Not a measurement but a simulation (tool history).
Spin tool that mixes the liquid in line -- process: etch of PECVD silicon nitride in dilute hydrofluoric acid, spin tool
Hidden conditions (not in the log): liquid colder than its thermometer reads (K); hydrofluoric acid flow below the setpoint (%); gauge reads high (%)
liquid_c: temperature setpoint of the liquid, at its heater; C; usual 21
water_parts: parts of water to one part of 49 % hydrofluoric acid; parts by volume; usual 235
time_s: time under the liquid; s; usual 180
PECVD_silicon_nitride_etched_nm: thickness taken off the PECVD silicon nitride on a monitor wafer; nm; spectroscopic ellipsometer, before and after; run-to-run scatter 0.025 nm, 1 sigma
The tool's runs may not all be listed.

| run | hour | liquid_c | water_parts | time_s | wafers since the last listed run | hours since the thermometer was replaced | hours since the hydrofluoric acid flow meter was replaced | hours since the gauge calibration | read-back film thickness of the PECVD silicon nitride reference wafer, read on the same gauge (nm) | PECVD_silicon_nitride_etched_nm |
|---|---|---|---|---|---|---|---|---|---|---|
| 1 | 0 | 21 | 235 | 180 | 0 | 1462 | 1485 | 3094 | 59.981 | 2.059 |
|  | 12.7 | gauge calibrated |
| 2 | 31.6 | 21 | 235 | 180 | 253 | 1493.6 | 1516.6 | 18.9 | 59.991 | 2.005 |
| 3 | 211.2 | 21 | 290 | 130 | 1441 | 1673.2 | 1696.2 | 198.5 | 60 | 1.194 |
| 4 | 254.5 | 21 | 290 | 130 | 347 | 1716.5 | 1739.5 | 241.8 | 59.958 | 1.163 |
| 5 | 294.8 | 21 | 290 | 130 | 323 | 1756.8 | 1779.8 | 282.1 | 59.998 | 1.189 |
| 6 | 333.7 | 21 | 235 | 180 | 312 | 1795.7 | 1818.7 | 321 | 59.99 | 2.05 |
| 7 | 387.9 | 21 | 235 | 180 | 435 | 1849.9 | 1872.9 | 375.2 | 60.02 | 2.1 |
| 8 | 436.7 | 23 | 235 | 80 | 391 | 1898.7 | 1921.7 | 424 | 59.947 | 1.041 |
| 9 | 461 | 25 | 135 | 180 | 195 | 1923 | 1946 | 448.3 | 59.982 | 4.579 |
|  | 509.1 | hydrofluoric acid flow meter replaced |
| 10 | 524.9 | 21 | 235 | 180 | 504 | 1986.9 | 15.8 | 512.2 | 60.005 | 2.008 |
| 11 | 556 | 21 | 180 | 180 | 249 | 2018 | 46.9 | 543.3 | 60.035 | 2.631 |
|  | 590.4 | thermometer replaced |
| 12 | 713.9 | 25.5 | 135 | 180 | 1259 | 123.5 | 204.8 | 701.2 | 59.969 | 4.765 |
| 13 | 770.9 | 21 | 235 | 180 | 457 | 180.5 | 261.8 | 758.2 | 60.033 | 2.069 |
| 14 | 829.5 | 21 | 235 | 180 | 470 | 239.1 | 320.4 | 816.8 | 59.999 | 2.021 |
| 15 | 896.9 | 21 | 130 | 250 | 541 | 306.5 | 387.8 | 884.2 | 59.996 | 5.088 |
| 16 | 957.7 | 25.5 | 235 | 180 | 488 | 367.3 | 448.6 | 945 | 59.97 | 2.714 |
| 17 | 1001.2 | 21 | 155 | 180 | 349 | 410.8 | 492.1 | 988.5 | 59.99 | 3.053 |
| 18 | 1061.3 | 21 | 235 | 180 | 482 | 470.9 | 552.2 | 1048.6 | 60.061 | 2.045 |
| 19 | 1117.7 | 21 | 235 | 240 | 452 | 527.3 | 608.6 | 1105 | 59.99 | 2.703 |
| 20 | 1282.8 | 17.5 | 150 | 255 | 1325 | 692.4 | 773.7 | 1270.1 | 59.994 | 3.469 |
| 21 | 1337.7 | 21 | 120 | 180 | 440 | 747.3 | 828.6 | 1325 | 60.069 | 3.953 |
| 22 | 1384 | 21 | 315 | 125 | 371 | 793.6 | 874.9 | 1371.3 | 60.011 | 1.047 |
| 23 | 1427.7 | 18.5 | 295 | 180 | 350 | 837.3 | 918.6 | 1415 | 59.982 | 1.396 |
| 24 | 1453.9 | 25.5 | 195 | 180 | 210 | 863.5 | 944.8 | 1441.2 | 59.989 | 3.307 |
| 25 | 1519.8 | 21 | 235 | 275 | 528 | 929.4 | 1010.7 | 1507.1 | 60.021 | 3.072 |
| 26 | 1557.1 | 24 | 280 | 95 | 299 | 966.7 | 1048 | 1544.4 | 60.027 | 1.07 |
| 27 | 1609.7 | 21 | 235 | 180 | 422 | 1019.3 | 1100.6 | 1597 | 59.965 | 2.1 |
| 28 | 1679.9 | 17.5 | 235 | 180 | 563 | 1089.5 | 1170.8 | 1667.2 | 60.004 | 1.651 |
| 29 | 1720.6 | 23.5 | 190 | 260 | 326 | 1130.2 | 1211.5 | 1707.9 | 60.01 | 4.241 |
| 30 | 1840.6 | 21 | 235 | 180 | 963 | 1250.2 | 1331.5 | 1827.9 | 60.038 | 2.043 |
| 31 | 1886.5 | 26 | 200 | 90 | 368 | 1296.1 | 1377.4 | 1873.8 | 59.982 | 1.641 |
| 32 | 1919.5 | 19.5 | 235 | 285 | 264 | 1329.1 | 1410.4 | 1906.8 | 60.026 | 2.845 |

List, for all runs, the conditions of the tool that the log does not record:
liquid colder than its thermometer reads (K): 0 across all the runs
hydrofluoric acid flow below the setpoint (%): 0 across all the runs
gauge reads high (%): 0 across all the runs
